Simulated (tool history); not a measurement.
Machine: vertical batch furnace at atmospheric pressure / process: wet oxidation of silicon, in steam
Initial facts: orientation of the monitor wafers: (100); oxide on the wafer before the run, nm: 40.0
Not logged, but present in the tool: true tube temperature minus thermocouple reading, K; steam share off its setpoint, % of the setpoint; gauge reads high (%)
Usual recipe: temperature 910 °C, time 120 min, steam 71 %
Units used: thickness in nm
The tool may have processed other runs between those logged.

run   hour  temperature   time  steam  wafers since the last listed run  hours since the last temperature calibration  hours since the steam generator was serviced  hours since the gauge calibration  read-back reference wafer on the same gauge, thickness  thickness
  1      0          910    120     71                                 0                                        1110.7                                         841.6                                1.3                                                  232.89     272.23
  2   34.4          910    120     71                               335                                        1145.1                                           876                               35.7                                                  233.05     271.99
  3   69.4          910    120     71                               341                                        1180.1                                           911                               70.7                                                  233.04     272.76
  4   94.4          910    120     71                               243                                        1205.1                                           936                               95.7                                                  233.19     270.51
  5  199.8          910    120     71                              1028                                        1310.5                                        1041.4                              201.1                                                  232.84     269.45
  6  214.6          910    120     71                               144                                        1325.3                                        1056.2                              215.9                                                  233.01     268.86
  7  248.7          926     95     71                               332                                        1359.4                                        1090.3                                250                                                  232.81      262.3
  8  264.3          926     95     71                               152                                          1375                                        1105.9                              265.6                                                  233.12     261.61
  9  280.9          910    120     71                               162                                        1391.6                                        1122.5                              282.2                                                  232.94     268.51
 10  305.4          910    120     71                               239                                        1416.1                                          1147                              306.7                                                     233     267.36
 11  333.9          910    120     71                               278                                        1444.6                                        1175.5                              335.2                                                  232.96     266.88
 12  354.9          898    120     71                               204                                        1465.6                                        1196.5                              356.2                                                  232.91     237.46
     389.2  -- steam generator serviced
 13  389.7          926     86     64                               105                                        1500.4                                           0.5                                391                                                  233.05     233.32
 14  402.3          928    145     71                               122                                          1513                                          13.1                              403.6                                                  233.06     367.31
     409.6  -- gauge calibrated
 15  493.6          925    140     78                               891                                        1604.3                                         104.4                                 84                                                  233.03     374.27
     535.6  -- thermocouples replaced and temperature profile calibrated
 16  536.1          910    120     71                               180                                           0.5                                         146.9                              126.5                                                  233.05     264.94
 17  542.2          892    120     71                                59                                           6.6                                           153                              132.6                                                  233.11     218.62
 18  548.3          926     86     64                                59                                          12.7                                         159.1                              138.7                                                  233.06      225.2
 19  569.5          928  154.5     66                               206                                          33.9                                         180.3                              159.9                                                  232.86     355.69
 20  584.9          910    120     71                               150                                          49.3                                         195.7                              175.3                                                  232.96     267.62
 21  605.8          910    120     71                               203                                          70.2                                         216.6                              196.2                                                  233.04     267.21
 22  678.4          933    120     71                               708                                         142.8                                         289.2                              268.8                                                  232.86     328.91
 23  700.1          910    138     71                               211                                         164.5                                         310.9                              290.5                                                  232.94     297.54

4 ways to go on from here, each from the tool as it stands after run 23. What would each give?
  A  706.3          910  65.5     71                                60                                         170.7                                         317.1                              296.7                                                       ?          ?
  B  706.3          903   176     71                                60                                         170.7                                         317.1                              296.7                                                       ?          ?
  C  706.3          921   120     59                                60                                         170.7                                         317.1                              296.7                                                       ?          ?
  D  706.3          898   120     59                                60                                         170.7                                         317.1                              296.7                                                       ?          ?

run  read-back reference wafer on the same gauge, thickness  thickness
  A                                                  232.92     174.06
  B                                                  232.92     331.15
  C                                                  232.92     259.62
  D                                                  232.92     207.24
Had the tool no hidden state, the same runs would have come out as:
run  thickness
  A     173.66
  B     330.31
  C     259.45
  D     206.39

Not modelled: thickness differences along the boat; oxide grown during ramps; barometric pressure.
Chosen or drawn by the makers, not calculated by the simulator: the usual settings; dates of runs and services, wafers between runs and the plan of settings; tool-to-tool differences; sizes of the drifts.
